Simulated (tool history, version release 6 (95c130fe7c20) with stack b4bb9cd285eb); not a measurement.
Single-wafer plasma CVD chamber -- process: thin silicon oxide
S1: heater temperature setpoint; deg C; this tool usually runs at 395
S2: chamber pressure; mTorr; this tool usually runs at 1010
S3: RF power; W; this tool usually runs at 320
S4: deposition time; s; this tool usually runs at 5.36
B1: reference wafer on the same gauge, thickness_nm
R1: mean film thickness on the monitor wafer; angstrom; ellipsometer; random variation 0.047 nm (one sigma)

run 1 hour=0.0 | S1=388 S2=1010 S3=320 S4=5.36 | B1=9.312 | R1=110.56
run 2 hour=75.8 | S1=388 S2=1010 S3=320 S4=5.36 | B1=9.298 | R1=109.39
run 3 hour=121.4 | S1=395 S2=1010 S3=320 S4=5.36 | B1=9.315 | R1=108.89
run 4 hour=211.2 | S1=395 S2=1010 S3=320 S4=5.36 | B1=9.285 | R1=109.21
run 5 hour=289.3 | S1=402 S2=1010 S3=320 S4=5.36 | B1=9.305 | R1=109.09
run 6 hour=369.7 | S1=402 S2=1010 S3=320 S4=5.36 | B1=9.292 | R1=107.49
run 7 hour=420.0 | S1=395 S2=1010 S3=320 S4=5.36 | B1=9.300 | R1=108.53
-- hour=515.1 gauge calibrated
run 8 hour=515.7 | S1=385 S2=1010 S3=320 S4=5.36 | B1=9.284 | R1=109.05
-- hour=538.2 showerhead replaced
-- hour=572.3 capacitance manometer re-zeroed and calibrated
run 9 hour=600.8 | S1=395 S2=1010 S3=320 S4=6.17 | B1=9.298 | R1=124.10
run 10 hour=655.5 | S1=408 S2=840 S3=320 S4=5.36 | B1=9.293 | R1=92.96
run 11 hour=709.3 | S1=395 S2=1010 S3=320 S4=5.86 | B1=9.298 | R1=117.64
run 12 hour=799.3 | S1=395 S2=1010 S3=320 S4=5.36 | B1=9.312 | R1=107.63

Run 13 is up next; what results do you expect?
-- hour=831.2 thermocouple changed; heater temperature recalibrated
-- hour=832.5 RF generator calibrated
run 13 hour=892.9 | S1=390 S2=760 S3=285 S4=4.49 | B1=? | R1=?

{"run 13": {"B1": 9.286, "R1": 70.79}}
Without the tool's hidden state the same run would have given R1 71.10 angstrom.
